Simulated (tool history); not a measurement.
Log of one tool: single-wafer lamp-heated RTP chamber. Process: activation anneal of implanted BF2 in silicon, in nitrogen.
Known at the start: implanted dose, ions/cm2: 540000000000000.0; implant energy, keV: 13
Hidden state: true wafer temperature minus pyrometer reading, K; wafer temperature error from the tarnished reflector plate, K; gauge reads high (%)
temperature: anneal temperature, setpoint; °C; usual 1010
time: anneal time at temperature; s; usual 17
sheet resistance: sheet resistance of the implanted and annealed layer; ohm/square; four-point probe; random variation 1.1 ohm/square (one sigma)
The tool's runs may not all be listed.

run   hour  temperature  time  wafers since the last listed run  wafers since the last pyrometer calibration  wafers since the reflector plate was cleaned  hours since the gauge calibration  read-back reference wafer on the same gauge, sheet resistance  sheet resistance
  1    0.0         1010    17                                 0                                         5562                                         10376                              168.1                                                         226.41            281.69
  2    8.1         1010    17                               160                                         5722                                         10537                              176.2                                                         226.51            279.94
  3   18.2         1010    17                               200                                         5923                                         10737                              186.3                                                         227.23            281.00
  4   35.5         1010    17                               342                                         6266                                         11080                              203.6                                                         226.82            280.50
  5   77.6         1026    17                               834                                         7100                                         11915                              245.7                                                         227.19            267.07
  6   94.5         1010    17                               335                                         7435                                         12250                              262.6                                                         226.93            278.95
     105.1  -- gauge calibrated
  7  111.3         1010    17                               333                                         7768                                         12583                                6.2                                                         227.04            278.97
  8  120.8         1025    17                               188                                         7957                                         12771                               15.7                                                         226.97            266.88
  9  129.4         1025    17                               170                                         8127                                         12942                               24.3                                                         227.14            267.87
 10  140.0         1010    17                               210                                         8337                                         13152                               34.9                                                         226.78            279.18
     151.5  -- reflector plate cleaned
 11  152.0         1010    11                                79                                         8417                                             9                               46.9                                                         226.88            289.47
 12  156.2         1002    22                                83                                         8500                                            92                               51.1                                                         227.00            279.89
     174.0  -- pyrometer window cleaned and pyrometer calibrated
 13  174.5          990    17                               204                                           10                                           297                               69.4                                                         226.60            302.21
 14  185.4          990    17                               216                                          226                                           513                               80.3                                                         226.66            301.27
 15  200.3         1010    17                               295                                          521                                           808                               95.2                                                         226.41            279.51
 16  216.4         1010    17                               319                                          841                                          1127                              111.3                                                         227.31            280.80
 17  229.7         1010    17                               263                                         1104                                          1391                              124.6                                                         227.26            280.19
 18  242.3         1010    17                               249                                         1354                                          1641                              137.2                                                         226.85            278.58
 19  251.0         1010    17                               172                                         1527                                          1813                              145.9                                                         227.57            280.05
 20  257.5          984    22                               128                                         1656                                          1942                              152.4                                                         227.01            301.86
 21  264.3          985    11                               134                                         1790                                          2077                              159.2                                                         226.96            321.38
 22  273.3         1010    17                               178                                         1969                                          2256                              168.2                                                         227.00            279.15
 23  279.8         1010    17                               128                                         2098                                          2384                              174.7                                                         227.09            279.57
 24  297.2         1020    23                               344                                         2443                                          2729                              192.1                                                         226.76            266.80
 25  305.0          990    20                               154                                         2597                                          2884                              199.9                                                         227.11            296.74
 26  315.4         1010    17                               206                                         2803                                          3090                              210.3                                                         226.62            277.81
 27  323.0         1010    25                               150                                         2954                                          3241                              217.9                                                         226.82            271.49
     326.1  -- gauge calibrated
 28  337.0         1010    17                               277                                         3232                                          3518                               10.9                                                         226.76            278.73
 29  350.5         1036    13                               267                                         3499                                          3786                               24.4                                                         227.27            263.84
 30  357.6         1010    17                               140                                         3640                                          3927                               31.5                                                         226.96            280.18
 31  369.5         1029    22                               235                                         3876                                          4163                               43.4                                                         226.74            258.47
 32  378.6         1026    13                               180                                         4056                                          4343                               52.5                                                         227.03            274.55
 33  392.2         1010    17                               269                                         4326                                          4613                               66.1                                                         227.17            279.92
 34  408.9          998    20                               331                                         4657                                          4944                               82.8                                                         226.83            287.73
 35  417.2         1001    17                               164                                         4822                                          5108                               91.1                                                         227.13            288.04
 36  430.2         1032    25                               257                                         5080                                          5366                              104.1                                                         226.89            253.58

Hidden state at the last listed run before each entry between runs and at the first one after, where it differs:
Between runs 6 and 7: gauge calibrated (hour 105.1)
  no hidden state differs between the two runs
Between runs 10 and 11: reflector plate cleaned (hour 151.5)
  no hidden state differs between the two runs
Between runs 12 and 13: pyrometer window cleaned and pyrometer calibrated (hour 174.0)
  no hidden state differs between the two runs
Between runs 27 and 28: gauge calibrated (hour 326.1)
  no hidden state differs between the two runs

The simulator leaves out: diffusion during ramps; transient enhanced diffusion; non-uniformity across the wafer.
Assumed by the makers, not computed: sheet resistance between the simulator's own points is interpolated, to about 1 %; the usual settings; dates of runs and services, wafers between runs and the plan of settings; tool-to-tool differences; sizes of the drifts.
